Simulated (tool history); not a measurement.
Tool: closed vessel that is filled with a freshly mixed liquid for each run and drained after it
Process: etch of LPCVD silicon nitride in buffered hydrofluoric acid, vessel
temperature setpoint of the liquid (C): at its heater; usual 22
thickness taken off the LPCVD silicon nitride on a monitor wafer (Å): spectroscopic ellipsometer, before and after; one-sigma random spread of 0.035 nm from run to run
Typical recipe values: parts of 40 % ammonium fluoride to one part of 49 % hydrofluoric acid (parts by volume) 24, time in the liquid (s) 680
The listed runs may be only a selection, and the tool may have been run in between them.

run     day  temperature setpoint of the liquid (C)  parts of 40 % ammonium fluoride to one part of 49 % hydrofluoric acid (parts by volume)  time in the liquid (s)  wafers since the last listed run  hours since the thermometer was replaced  hours since the hydrofluoric acid flow meter was replaced  hours since the gauge calibration  read-back film thickness of the LPCVD silicon nitride reference wafer, read on the same gauge (nm)  thickness taken off the LPCVD silicon nitride on a monitor wafer (Å)
  1       0                                    20.5                                                                                       24                     485                                 0                                    1930.7                                                        6.7                              390.2                                                                                             149.985                                                                 23.91
  2   1.079                                    20.5                                                                                       24                     485                              2272                                    1956.6                                                       32.6                              416.1                                                                                             149.993                                                                 23.36
  3   1.762                                    20.5                                                                                       24                     485                              1439                                      1973                                                         49                              432.5                                                                                             149.986                                                                 23.91
  4   3.071                                      22                                                                                       24                     465                              2755                                    2004.4                                                       80.4                              463.9                                                                                             149.994                                                                 24.76
  5   3.733                                      22                                                                                       24                     465                              1395                                    2020.3                                                       96.3                              479.8                                                                                             149.999                                                                 25.04
  6   4.908                                      22                                                                                       24                     465                              2474                                    2048.5                                                      124.5                                508                                                                                             150.008                                                                 25.05
  7   5.729                                      22                                                                                       27                     925                              1728                                    2068.2                                                      144.2                              527.7                                                                                             150.032                                                                 45.78
  8   7.658                                      22                                                                                       27                     925                              4063                                    2114.5                                                      190.5                                574                                                                                             149.992                                                                 45.49
  9   9.146                                      17                                                                                       30                     680                              3132                                    2150.2                                                      226.2                              609.7                                                                                              149.98                                                                 23.33
 10  10.129                                      22                                                                                       24                     465                              2071                                    2173.8                                                      249.8                              633.3                                                                                             149.983                                                                 24.92
 11  10.883                                      17                                                                                       30                     505                              1588                                    2191.9                                                      267.9                              651.4                                                                                             150.015                                                                 17.34
     11.871  -- thermometer replaced
 12  12.208                                    24.5                                                                                       16                    1035                              2702                                       8.1                                                      299.7                              683.2                                                                                              149.98                                                                105.33
 13   13.55                                      22                                                                                       24                     680                              2825                                      40.3                                                      331.9                              715.4                                                                                             149.989                                                                 41.88
 14  14.062                                    24.5                                                                                     21.5                     910                              1079                                      52.6                                                      344.2                              727.7                                                                                             149.988                                                                 70.19
 15  15.142                                    23.5                                                                                       24                     965                              2272                                      78.5                                                      370.1                              753.6                                                                                             149.989                                                                 66.13
 16  16.333                                      24                                                                                       30                     360                              2509                                     107.1                                                      398.7                              782.2                                                                                              149.96                                                                  21.8
 17  17.408                                      22                                                                                       24                     680                              2264                                     132.9                                                      424.5                                808                                                                                             150.007                                                                 42.43
 18   18.15                                      26                                                                                       30                     905                              1562                                     150.7                                                      442.3                              825.8                                                                                             150.007                                                                 60.23
 19  18.754                                    24.5                                                                                     14.5                     930                              1272                                     165.2                                                      456.8                              840.3                                                                                             149.965                                                                105.56
     19.312  -- gauge calibrated
 20  19.783                                      18                                                                                       30                     680                              2167                                     189.9                                                      481.5                               11.3                                                                                             149.998                                                                 28.97
 21  21.075                                      22                                                                                       24                     680                              2720                                     220.9                                                      512.5                               42.3                                                                                             149.997                                                                 42.63
 22  22.442                                      22                                                                                       24                     560                              2878                                     253.7                                                      545.3                               75.1                                                                                             150.013                                                                 35.13
 23  23.367                                      22                                                                                     17.5                     680                              1948                                     275.9                                                      567.5                               97.3                                                                                             149.985                                                                 56.75
 24  24.371                                      26                                                                                       24                     275                              2114                                       300                                                      591.6                              121.4                                                                                              149.96                                                                 21.32
 25  25.158                                      18                                                                                       24                    1005                              1658                                     318.9                                                      610.5                              140.3                                                                                             150.008                                                                  50.1
 26  26.167                                      22                                                                                       24                     340                              2123                                     343.1                                                      634.7                              164.5                                                                                             150.022                                                                 21.65
 27  27.317                                    25.5                                                                                       24                     885                              2422                                     370.7                                                      662.3                              192.1                                                                                             149.957                                                                 66.99
 28  28.104                                      26                                                                                     27.5                     880                              1658                                     389.6                                                      681.2                                211                                                                                             150.009                                                                 63.45
 29  29.075                                    20.5                                                                                       20                     480                              2044                                     412.9                                                      704.5                              234.3                                                                                             149.982                                                                    32
 30  30.183                                      26                                                                                       19                     310                              2334                                     439.5                                                      731.1                              260.9                                                                                             149.975                                                                 30.01
 31  31.308                                    20.5                                                                                     18.5                     925                              2369                                     466.5                                                      758.1                              287.9                                                                                             150.016                                                                 67.32
 32  31.921                                      22                                                                                       27                     925                              1290                                     481.2                                                      772.8                              302.6                                                                                             149.989                                                                 53.74

Hidden condition of the tool, last listed run before each entry between runs versus first listed run after:
Logged between run 11 and run 12: thermometer replaced (day 11.871)
  liquid colder than its thermometer reads (K): 2.68 -> 0.056; hydrofluoric acid flow above the setpoint (%): 4.9 -> 5.27
  the result without the hidden state subtracted from the measured one, thickness taken off the LPCVD silicon nitride on a monitor wafer (Å): -2.25 -> +4.87
Logged between run 19 and run 20: gauge calibrated (day 19.312)
  liquid colder than its thermometer reads (K): 0.214 -> 0.239; hydrofluoric acid flow above the setpoint (%): 7.1 -> 7.39
  the result without the hidden state subtracted from the measured one, thickness taken off the LPCVD silicon nitride on a monitor wafer (Å): +5.74 -> +1.02
